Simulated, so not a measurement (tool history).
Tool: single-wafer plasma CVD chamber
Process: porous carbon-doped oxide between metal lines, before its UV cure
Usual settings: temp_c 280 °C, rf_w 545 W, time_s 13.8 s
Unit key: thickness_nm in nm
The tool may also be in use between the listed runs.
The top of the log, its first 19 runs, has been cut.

run,day,temp_c,rf_w,time_s,wafers since the last listed run,hours since the last thermocouple change,hours since the last RF generator calibration,hours since the showerhead was replaced,hours since the gauge calibration,"read-back reference wafer on the same gauge, thickness_nm",thickness_nm
20,46.696,267,445,11.6,1088,156.5,96.5,719.3,2510.7,92.13,76.723
21,49.188,280,545,11.4,1079,216.3,156.3,779.1,2570.5,92.023,81.139
22,50.792,280,545,13.8,695,254.8,194.8,817.6,2609,91.866,97.095
23,52.375,280,545,13.8,686,292.8,232.8,855.6,2647,91.87,97.071
# day 56.667: gauge calibrated
24,61.183,271,475,12.3,3816,504.2,444.2,1067,108.4,91.873,82.255
25,63.062,280,645,13.8,814,549.3,489.3,1112.1,153.5,91.966,108.389
26,64.208,280,545,13.8,496,576.8,516.8,1139.6,181,92.012,96.312
27,65.392,265,470,13.8,512,605.2,545.2,1168,209.4,92.021,94.549
28,67.45,295,545,14.6,891,654.6,594.6,1217.4,258.8,91.913,92.852
29,70.025,267,615,11.2,1115,716.4,656.4,1279.2,320.6,92.045,91.608
30,71.95,271,455,16.4,834,762.6,702.6,1325.4,366.8,92,104.424
31,73.654,271,545,11.5,738,803.5,743.5,1366.3,407.7,92.014,84.677
32,78.612,270,455,13,2148,922.5,862.5,1485.3,526.7,92.142,84.124
33,80.588,265,470,13.8,855,969.9,909.9,1532.7,574.1,92.076,93.81
34,82.696,280,545,13.8,913,1020.5,960.5,1583.3,624.7,91.935,95.103

Forecast each of these 4 alternatives for the next run:
A,82.712,280,545,13.8,7,1020.9,960.9,1583.7,625.1,?,?
B,82.712,274,475,12.4,7,1020.9,960.9,1583.7,625.1,?,?
C,82.712,266,595,13.8,7,1020.9,960.9,1583.7,625.1,?,?
D,82.712,270,625,12.9,7,1020.9,960.9,1583.7,625.1,?,?

run,"read-back reference wafer on the same gauge, thickness_nm",thickness_nm
A,92.017,95.267
B,92.017,80.95
C,92.017,109.457
D,92.017,103.497
Stripped of hidden state, with their random variation kept, the same runs would have yielded:
run,thickness_nm
A,97.696
B,83.047
C,112.189
D,106.08
